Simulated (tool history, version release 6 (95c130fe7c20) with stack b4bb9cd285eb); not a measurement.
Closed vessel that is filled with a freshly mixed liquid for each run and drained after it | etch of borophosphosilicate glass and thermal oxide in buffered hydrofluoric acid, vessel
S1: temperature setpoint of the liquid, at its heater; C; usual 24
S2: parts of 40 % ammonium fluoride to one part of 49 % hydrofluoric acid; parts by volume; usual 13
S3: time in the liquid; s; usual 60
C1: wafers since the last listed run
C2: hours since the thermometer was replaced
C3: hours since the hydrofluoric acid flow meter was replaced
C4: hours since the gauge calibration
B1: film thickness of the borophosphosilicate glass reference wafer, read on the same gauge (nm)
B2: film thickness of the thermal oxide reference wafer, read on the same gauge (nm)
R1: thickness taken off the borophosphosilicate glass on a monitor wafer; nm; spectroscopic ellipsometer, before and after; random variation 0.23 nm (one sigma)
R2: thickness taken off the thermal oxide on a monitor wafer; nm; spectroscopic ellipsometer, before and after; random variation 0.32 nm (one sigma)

run,hour,S1,S2,S3,C1,C2,C3,C4,B1,B2,R1,R2
1,0,24,13,70,0,905.2,1203.1,243.9,129.99,120,70.27,67.02
2,86,24,13,60,9814,991.2,1289.1,329.9,130,120,60.38,57.81
3,179.2,24,13,60,10636,1084.4,1382.3,423.1,129.97,120.02,60.77,58.12
4,252.9,24,13,60,8410,1158.1,1456,496.8,130,120,60.63,57.88
5,289.7,24,9.5,60,4199,1194.9,1492.8,533.6,129.99,120,81.96,77.78
6,330.1,24,9.5,60,4610,1235.3,1533.2,574,130.01,120.03,80.9,77.93
# hour 369.6: thermometer replaced
# hour 404: hydrofluoric acid flow meter replaced
7,436.4,24,13,60,11903,66.8,32.4,680.3,130.02,120.03,59.46,56.42
8,489.8,28,17,60,6094,120.2,85.8,733.7,130,119.99,56.46,53.81
9,533.2,24,13,30,4952,163.6,129.2,777.1,130,119.97,29.6,28.28
# hour 570.9: gauge calibrated
10,585.4,24,13,60,5957,215.8,181.4,14.5,129.99,120.01,59.61,56.79
11,632.9,20.5,8.5,60,5420,263.3,228.9,62,130.02,120.02,73,69.56
12,672.4,24,9.5,70,4507,302.8,268.4,101.5,129.99,120.01,92.41,88.5
13,772.2,24,13,60,11389,402.6,368.2,201.3,129.99,120.05,59.79,56.61

For run 14, what comes out?
14,877.7,20.5,13,60,12040,508.1,473.7,306.8,?,?,?,?

{"run 14": {"B1": 130, "B2": 119.97, "R1": 49.27, "R2": 46.76}}
With the hidden condition absent and the run-to-run variation left alone, this run would have shown R1 48.6 nm, R2 46.11 nm.
